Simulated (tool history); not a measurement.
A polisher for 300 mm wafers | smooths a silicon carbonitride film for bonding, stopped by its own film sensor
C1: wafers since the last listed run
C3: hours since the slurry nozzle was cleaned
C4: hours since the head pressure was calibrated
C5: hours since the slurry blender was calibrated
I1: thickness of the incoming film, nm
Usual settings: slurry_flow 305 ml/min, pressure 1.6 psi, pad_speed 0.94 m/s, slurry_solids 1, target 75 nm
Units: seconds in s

run 1 hour=0 | slurry_flow=305 pressure=1.6 pad_speed=0.94 slurry_solids=1 target=75 | C1=0 wafers_polished_on_this_pad=3441 C3=716.5 C4=613.4 C5=36.5 | I1=89.5 | seconds=83.2
run 2 hour=43.4 | slurry_flow=305 pressure=1.6 pad_speed=0.94 slurry_solids=1 target=75 | C1=574 wafers_polished_on_this_pad=4016 C3=759.9 C4=656.8 C5=79.9 | I1=89.3 | seconds=78.7
-- hour=60.4 slurry nozzle cleaned
run 3 hour=111.6 | slurry_flow=305 pressure=1.6 pad_speed=0.94 slurry_solids=1 target=75 | C1=890 wafers_polished_on_this_pad=4906 C3=51.2 C4=725 C5=148.1 | I1=89.5 | seconds=79.6
run 4 hour=174.2 | slurry_flow=305 pressure=1.6 pad_speed=0.94 slurry_solids=1 target=75 | C1=829 wafers_polished_on_this_pad=5735 C3=113.8 C4=787.6 C5=210.7 | I1=89.5 | seconds=84.4
-- hour=207.7 worn pad replaced by a new one
run 5 hour=224.5 | slurry_flow=305 pressure=1.6 pad_speed=0.94 slurry_solids=1 target=75 | C1=613 wafers_polished_on_this_pad=222 C3=164.1 C4=837.9 C5=261 | I1=90.1 | seconds=85.9
run 6 hour=251.3 | slurry_flow=305 pressure=1.6 pad_speed=0.94 slurry_solids=1 target=75 | C1=354 wafers_polished_on_this_pad=577 C3=190.9 C4=864.7 C5=287.8 | I1=89.9 | seconds=87.4
run 7 hour=344.5 | slurry_flow=305 pressure=1.3 pad_speed=1.08 slurry_solids=1.1 target=78 | C1=1234 wafers_polished_on_this_pad=1811 C3=284.1 C4=957.9 C5=381 | I1=90.3 | seconds=76.3
run 8 hour=381.7 | slurry_flow=305 pressure=1.6 pad_speed=0.94 slurry_solids=1 target=72 | C1=492 wafers_polished_on_this_pad=2304 C3=321.3 C4=995.1 C5=418.2 | I1=90.3 | seconds=102.6
-- hour=392.3 slurry blender recalibrated
run 9 hour=446.3 | slurry_flow=305 pressure=1.6 pad_speed=0.94 slurry_solids=1 target=75 | C1=829 wafers_polished_on_this_pad=3133 C3=385.9 C4=1059.7 C5=54 | I1=91.6 | seconds=94.5
run 10 hour=483.7 | slurry_flow=305 pressure=1.6 pad_speed=0.94 slurry_solids=0.85 target=75 | C1=495 wafers_polished_on_this_pad=3628 C3=423.3 C4=1097.1 C5=91.4 | I1=89.3 | seconds=87
-- hour=489.1 head pressure recalibrated
run 11 hour=520.4 | slurry_flow=255 pressure=1.6 pad_speed=1.14 slurry_solids=0.8 target=75 | C1=459 wafers_polished_on_this_pad=4088 C3=460 C4=31.3 C5=128.1 | I1=88.8 | seconds=70.6
run 12 hour=566.7 | slurry_flow=305 pressure=1.6 pad_speed=0.94 slurry_solids=1 target=75 | C1=613 wafers_polished_on_this_pad=4701 C3=506.3 C4=77.6 C5=174.4 | I1=89.8 | seconds=85.7
run 13 hour=631.7 | slurry_flow=380 pressure=1.6 pad_speed=1.2 slurry_solids=0.85 target=78 | C1=860 wafers_polished_on_this_pad=5562 C3=571.3 C4=142.6 C5=239.4 | I1=90.1 | seconds=59.1
run 14 hour=684.3 | slurry_flow=305 pressure=2 pad_speed=0.94 slurry_solids=1 target=75 | C1=696 wafers_polished_on_this_pad=6258 C3=623.9 C4=195.2 C5=292 | I1=91.6 | seconds=76
-- hour=736.4 slurry nozzle cleaned
run 15 hour=738 | slurry_flow=305 pressure=1.6 pad_speed=0.94 slurry_solids=1.1 target=71 | C1=697 wafers_polished_on_this_pad=6956 C3=1.6 C4=248.9 C5=345.7 | I1=90.6 | seconds=108.2
-- hour=751.5 worn pad replaced by a new one
run 16 hour=777.3 | slurry_flow=235 pressure=1.6 pad_speed=0.94 slurry_solids=1 target=75 | C1=467 wafers_polished_on_this_pad=342 C3=40.9 C4=288.2 C5=385 | I1=92 | seconds=95.8
run 17 hour=844.5 | slurry_flow=270 pressure=1.6 pad_speed=0.94 slurry_solids=1.15 target=74 | C1=890 wafers_polished_on_this_pad=1232 C3=108.1 C4=355.4 C5=452.2 | I1=88.8 | seconds=83.5
run 18 hour=875.1 | slurry_flow=210 pressure=1.8 pad_speed=1.2 slurry_solids=1 target=75 | C1=405 wafers_polished_on_this_pad=1637 C3=138.7 C4=386 C5=482.8 | I1=90.1 | seconds=64.5
run 19 hour=941.9 | slurry_flow=275 pressure=1.4 pad_speed=0.94 slurry_solids=0.7 target=73 | C1=884 wafers_polished_on_this_pad=2522 C3=205.5 C4=452.8 C5=549.6 | I1=88.7 | seconds=118.2
-- hour=948.5 slurry blender recalibrated
run 20 hour=985.1 | slurry_flow=305 pressure=1.6 pad_speed=0.94 slurry_solids=1 target=76 | C1=545 wafers_polished_on_this_pad=3067 C3=248.7 C4=496 C5=36.6 | I1=91.2 | seconds=83.8
run 21 hour=1053.5 | slurry_flow=305 pressure=1.6 pad_speed=0.94 slurry_solids=1 target=75 | C1=905 wafers_polished_on_this_pad=3973 C3=317.1 C4=564.4 C5=105 | I1=90.5 | seconds=87.6
run 22 hour=1104.2 | slurry_flow=305 pressure=1.6 pad_speed=1.12 slurry_solids=1.2 target=75 | C1=671 wafers_polished_on_this_pad=4645 C3=367.8 C4=615.1 C5=155.7 | I1=90.8 | seconds=72.5
run 23 hour=1215.5 | slurry_flow=305 pressure=2 pad_speed=1.02 slurry_solids=1.1 target=75 | C1=1474 wafers_polished_on_this_pad=6119 C3=479.1 C4=726.4 C5=267 | I1=90.5 | seconds=65.5
-- hour=1252.7 worn pad replaced by a new one
run 24 hour=1273.9 | slurry_flow=305 pressure=1.6 pad_speed=0.94 slurry_solids=1 target=75 | C1=720 wafers_polished_on_this_pad=280 C3=537.5 C4=784.8 C5=325.4 | I1=88.7 | seconds=76.7
run 25 hour=1298.2 | slurry_flow=350 pressure=1.6 pad_speed=0.84 slurry_solids=0.85 target=75 | C1=321 wafers_polished_on_this_pad=602 C3=561.8 C4=809.1 C5=349.7 | I1=89.5 | seconds=93.5
run 26 hour=1345.6 | slurry_flow=245 pressure=1.6 pad_speed=0.94 slurry_solids=1.2 target=80 | C1=627 wafers_polished_on_this_pad=1230 C3=609.2 C4=856.5 C5=397.1 | I1=89.7 | seconds=53.1

Forecast run 27:
run 27 hour=1387.5 | slurry_flow=305 pressure=1.6 pad_speed=0.94 slurry_solids=0.7 target=75 | C1=554 wafers_polished_on_this_pad=1785 C3=651.1 C4=898.4 C5=439 | I1=88.8 | seconds=?

Run 27 gave seconds 87.4 s.
Without the tool's hidden state the same run would have given seconds 87.4 s.
